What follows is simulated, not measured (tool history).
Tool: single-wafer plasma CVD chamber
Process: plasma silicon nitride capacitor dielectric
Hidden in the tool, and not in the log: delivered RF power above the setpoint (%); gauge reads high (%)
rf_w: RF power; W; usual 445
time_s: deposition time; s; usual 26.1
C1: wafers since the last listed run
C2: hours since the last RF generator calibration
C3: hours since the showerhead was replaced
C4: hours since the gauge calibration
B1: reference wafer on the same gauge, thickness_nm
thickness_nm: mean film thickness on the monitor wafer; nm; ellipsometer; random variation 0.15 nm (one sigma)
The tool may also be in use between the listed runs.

{"run": 1, "hour": 0.0, "rf_w": 445, "time_s": 26.1, "C1": 0, "C2": 1024.3, "C3": 694.6, "C4": 2243.5, "B1": 32.074, "thickness_nm": 36.246}
{"run": 2, "hour": 83.3, "rf_w": 445, "time_s": 26.1, "C1": 2099, "C2": 1107.6, "C3": 777.9, "C4": 2326.8, "B1": 32.12, "thickness_nm": 35.979}
{"run": 3, "hour": 183.4, "rf_w": 420, "time_s": 26.1, "C1": 2522, "C2": 1207.7, "C3": 878.0, "C4": 2426.9, "B1": 32.083, "thickness_nm": 36.039}
{"run": 4, "hour": 259.9, "rf_w": 420, "time_s": 26.1, "C1": 1927, "C2": 1284.2, "C3": 954.5, "C4": 2503.4, "B1": 32.099, "thickness_nm": 35.487}
{"run": 5, "hour": 366.5, "rf_w": 420, "time_s": 26.1, "C1": 2686, "C2": 1390.8, "C3": 1061.1, "C4": 2610.0, "B1": 32.123, "thickness_nm": 35.41}
{"run": 6, "hour": 421.2, "rf_w": 475, "time_s": 28.4, "C1": 1378, "C2": 1445.5, "C3": 1115.8, "C4": 2664.7, "B1": 32.137, "thickness_nm": 39.887}
{"hour": 464.5, "done": "RF generator calibrated"}
{"run": 7, "hour": 509.6, "rf_w": 475, "time_s": 28.4, "C1": 2026, "C2": 45.1, "C3": 1204.2, "C4": 2753.1, "B1": 32.097, "thickness_nm": 40.306}
{"run": 8, "hour": 595.1, "rf_w": 475, "time_s": 28.4, "C1": 2154, "C2": 130.6, "C3": 1289.7, "C4": 2838.6, "B1": 32.08, "thickness_nm": 40.528}
{"run": 9, "hour": 658.3, "rf_w": 445, "time_s": 24.9, "C1": 1592, "C2": 193.8, "C3": 1352.9, "C4": 2901.8, "B1": 32.125, "thickness_nm": 35.215}
{"run": 10, "hour": 727.6, "rf_w": 445, "time_s": 24.9, "C1": 1746, "C2": 263.1, "C3": 1422.2, "C4": 2971.1, "B1": 32.149, "thickness_nm": 35.001}
{"run": 11, "hour": 827.9, "rf_w": 445, "time_s": 26.1, "C1": 2527, "C2": 363.4, "C3": 1522.5, "C4": 3071.4, "B1": 32.08, "thickness_nm": 36.763}
{"run": 12, "hour": 879.0, "rf_w": 445, "time_s": 26.1, "C1": 1287, "C2": 414.5, "C3": 1573.6, "C4": 3122.5, "B1": 32.07, "thickness_nm": 36.495}
{"run": 13, "hour": 942.0, "rf_w": 445, "time_s": 24.0, "C1": 1587, "C2": 477.5, "C3": 1636.6, "C4": 3185.5, "B1": 32.061, "thickness_nm": 33.9}
{"run": 14, "hour": 1011.9, "rf_w": 445, "time_s": 26.1, "C1": 1761, "C2": 547.4, "C3": 1706.5, "C4": 3255.4, "B1": 32.089, "thickness_nm": 36.326}
{"run": 15, "hour": 1097.3, "rf_w": 445, "time_s": 26.1, "C1": 2152, "C2": 632.8, "C3": 1791.9, "C4": 3340.8, "B1": 32.126, "thickness_nm": 36.563}
{"run": 16, "hour": 1270.3, "rf_w": 445, "time_s": 26.1, "C1": 4359, "C2": 805.8, "C3": 1964.9, "C4": 3513.8, "B1": 32.073, "thickness_nm": 36.181}
{"run": 17, "hour": 1329.7, "rf_w": 445, "time_s": 26.1, "C1": 1496, "C2": 865.2, "C3": 2024.3, "C4": 3573.2, "B1": 32.036, "thickness_nm": 36.403}
{"run": 18, "hour": 1400.0, "rf_w": 485, "time_s": 26.1, "C1": 1771, "C2": 935.5, "C3": 2094.6, "C4": 3643.5, "B1": 32.072, "thickness_nm": 36.999}
{"run": 19, "hour": 1473.8, "rf_w": 405, "time_s": 29.3, "C1": 1859, "C2": 1009.3, "C3": 2168.4, "C4": 3717.3, "B1": 32.128, "thickness_nm": 39.854}
{"hour": 1528.3, "done": "gauge calibrated"}
{"run": 20, "hour": 1563.9, "rf_w": 445, "time_s": 26.1, "C1": 2270, "C2": 1099.4, "C3": 2258.5, "C4": 35.6, "B1": 32.091, "thickness_nm": 36.161}
{"run": 21, "hour": 1623.8, "rf_w": 445, "time_s": 29.5, "C1": 1509, "C2": 1159.3, "C3": 2318.4, "C4": 95.5, "B1": 32.126, "thickness_nm": 41.01}
{"run": 22, "hour": 1851.1, "rf_w": 510, "time_s": 28.3, "C1": 5727, "C2": 1386.6, "C3": 2545.7, "C4": 322.8, "B1": 32.114, "thickness_nm": 40.353}
{"run": 23, "hour": 1900.7, "rf_w": 495, "time_s": 29.7, "C1": 1249, "C2": 1436.2, "C3": 2595.3, "C4": 372.4, "B1": 32.117, "thickness_nm": 42.014}
{"hour": 1949.5, "done": "RF generator calibrated"}
{"run": 24, "hour": 1950.0, "rf_w": 405, "time_s": 23.5, "C1": 1040, "C2": 0.5, "C3": 2644.6, "C4": 421.7, "B1": 32.089, "thickness_nm": 32.287}
{"run": 25, "hour": 2033.2, "rf_w": 445, "time_s": 24.5, "C1": 2096, "C2": 83.7, "C3": 2727.8, "C4": 504.9, "B1": 32.133, "thickness_nm": 34.387}
{"run": 26, "hour": 2130.5, "rf_w": 520, "time_s": 23.1, "C1": 2451, "C2": 181.0, "C3": 2825.1, "C4": 602.2, "B1": 32.065, "thickness_nm": 33.352}
{"run": 27, "hour": 2204.1, "rf_w": 445, "time_s": 26.1, "C1": 1854, "C2": 254.6, "C3": 2898.7, "C4": 675.8, "B1": 32.116, "thickness_nm": 36.159}
{"run": 28, "hour": 2267.7, "rf_w": 370, "time_s": 28.0, "C1": 1602, "C2": 318.2, "C3": 2962.3, "C4": 739.4, "B1": 32.076, "thickness_nm": 37.282}
{"hour": 2326.1, "done": "showerhead replaced"}
{"run": 29, "hour": 2534.8, "rf_w": 490, "time_s": 29.5, "C1": 6529, "C2": 585.3, "C3": 208.7, "C4": 1006.5, "B1": 32.107, "thickness_nm": 42.201}
{"run": 30, "hour": 2850.2, "rf_w": 445, "time_s": 26.1, "C1": 7948, "C2": 900.7, "C3": 524.1, "C4": 1321.9, "B1": 32.082, "thickness_nm": 35.936}
{"run": 31, "hour": 2944.4, "rf_w": 445, "time_s": 26.1, "C1": 2373, "C2": 994.9, "C3": 618.3, "C4": 1416.1, "B1": 32.058, "thickness_nm": 35.951}
{"run": 32, "hour": 3165.1, "rf_w": 395, "time_s": 24.1, "C1": 5561, "C2": 1215.6, "C3": 839.0, "C4": 1636.8, "B1": 32.122, "thickness_nm": 32.263}
{"run": 33, "hour": 3264.8, "rf_w": 480, "time_s": 29.8, "C1": 2512, "C2": 1315.3, "C3": 938.7, "C4": 1736.5, "B1": 32.114, "thickness_nm": 41.93}
{"run": 34, "hour": 3312.9, "rf_w": 490, "time_s": 28.8, "C1": 1212, "C2": 1363.4, "C3": 986.8, "C4": 1784.6, "B1": 32.141, "thickness_nm": 40.373}
{"hour": 3354.7, "done": "RF generator calibrated"}
{"run": 35, "hour": 3364.3, "rf_w": 380, "time_s": 29.0, "C1": 1093, "C2": 9.6, "C3": 1038.2, "C4": 1836.0, "B1": 32.144, "thickness_nm": 39.198}
{"run": 36, "hour": 3448.6, "rf_w": 445, "time_s": 26.1, "C1": 2124, "C2": 93.9, "C3": 1122.5, "C4": 1920.3, "B1": 32.065, "thickness_nm": 36.819}
{"run": 37, "hour": 3535.3, "rf_w": 525, "time_s": 29.1, "C1": 2184, "C2": 180.6, "C3": 1209.2, "C4": 2007.0, "B1": 32.119, "thickness_nm": 42.342}
{"run": 38, "hour": 3595.6, "rf_w": 360, "time_s": 29.0, "C1": 1519, "C2": 240.9, "C3": 1269.5, "C4": 2067.3, "B1": 32.082, "thickness_nm": 38.289}

What the log doesn't show, run by run:
gauge reads high (%): 0 in every run
H1: delivered RF power above the setpoint (%)
run=1 H1=-5.37
run=2 H1=-5.8
run=3 H1=-6.32
run=4 H1=-6.72
run=5 H1=-7.28
run=6 H1=-7.56
run=7 H1=-0.497
run=8 H1=-0.943
run=9 H1=-1.27
run=10 H1=-1.63
run=11 H1=-2.16
run=12 H1=-2.42
run=13 H1=-2.75
run=14 H1=-3.12
run=15 H1=-3.56
run=16 H1=-4.46
run=17 H1=-4.77
run=18 H1=-5.14
run=19 H1=-5.52
run=20 H1=-5.99
run=21 H1=-6.3
run=22 H1=-7.49
run=23 H1=-7.75
run=24 H1=-1.81
run=25 H1=-2.24
run=26 H1=-2.75
run=27 H1=-3.13
run=28 H1=-3.46
run=29 H1=-4.85
run=30 H1=-6.5
run=31 H1=-6.99
run=32 H1=-8.14
run=33 H1=-8.66
run=34 H1=-8.91
run=35 H1=-1.24
run=36 H1=-1.68
run=37 H1=-2.13
run=38 H1=-2.44
